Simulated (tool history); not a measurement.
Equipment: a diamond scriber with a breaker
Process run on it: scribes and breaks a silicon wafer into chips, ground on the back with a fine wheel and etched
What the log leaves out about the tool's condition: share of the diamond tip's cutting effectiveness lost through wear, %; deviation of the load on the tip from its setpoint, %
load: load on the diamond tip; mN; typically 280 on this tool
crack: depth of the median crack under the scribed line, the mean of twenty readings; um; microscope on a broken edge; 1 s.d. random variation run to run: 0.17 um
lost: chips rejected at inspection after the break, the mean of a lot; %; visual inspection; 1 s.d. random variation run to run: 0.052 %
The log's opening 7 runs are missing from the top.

run,hour,load,wafers since the last listed run,hours since the diamond tip was replaced,hours since the load on the tip was calibrated,"incoming depth of the damage left on the back of the incoming wafer, um",crack,lost
# hour 483.5: load on the tip recalibrated
8,545.8,280,247,584.9,62.3,0.31,13.51,2.87
9,607.5,280,190,646.6,124,0.32,13.53,2.96
10,714.9,328,332,754,231.4,0.49,14.56,1.41
11,775.2,328,186,814.3,291.7,0.67,14.37,1.41
12,878.4,214,319,917.5,394.9,0.39,11.44,13.8
13,935.9,214,177,975,452.4,0.4,11.13,14.94
# hour 951.1: load on the tip recalibrated, repeated, since the last time left the tool worse
14,982.8,280,138,1021.9,31.7,0.32,14.46,1.37
# hour 1024.1: diamond tip replaced by a new one
15,1060.9,347,235,36.8,109.8,0.53,16.83,3.64
16,1113.7,347,163,89.6,162.6,0.55,16.91,3.42
17,1158.8,347,139,134.7,207.7,0.49,16.12,3.37
18,1200.5,280,129,176.4,249.4,0.63,14.5,1.44
19,1258.3,241,178,234.2,307.2,0.78,12.86,3.78
20,1344.7,280,267,320.6,393.6,0.53,14.43,1.54
21,1398.5,361,166,374.4,447.4,0.52,16.39,3.83
22,1443.8,346,140,419.7,492.7,0.41,15.85,2.65
23,1484.4,240,125,460.3,533.3,0.54,12.92,4.32
24,1528.3,227,135,504.2,577.2,0.76,12.59,5.68
25,1566.3,317,117,542.2,615.2,0.7,15.19,1.59
26,1607.8,280,128,583.7,656.7,0.35,13.85,1.66
27,1702.2,280,292,678.1,751.1,0.48,14.05,1.76

Run 28 has not been measured yet. What should we expect?
28,1746.4,301,136,722.3,795.3,0.64,?,?

{"run 28": {"crack": 14.68, "lost": 1.31}}
The same run, on a tool lacking any hidden state, would have yielded crack 15.37 um, lost 1.63 %.
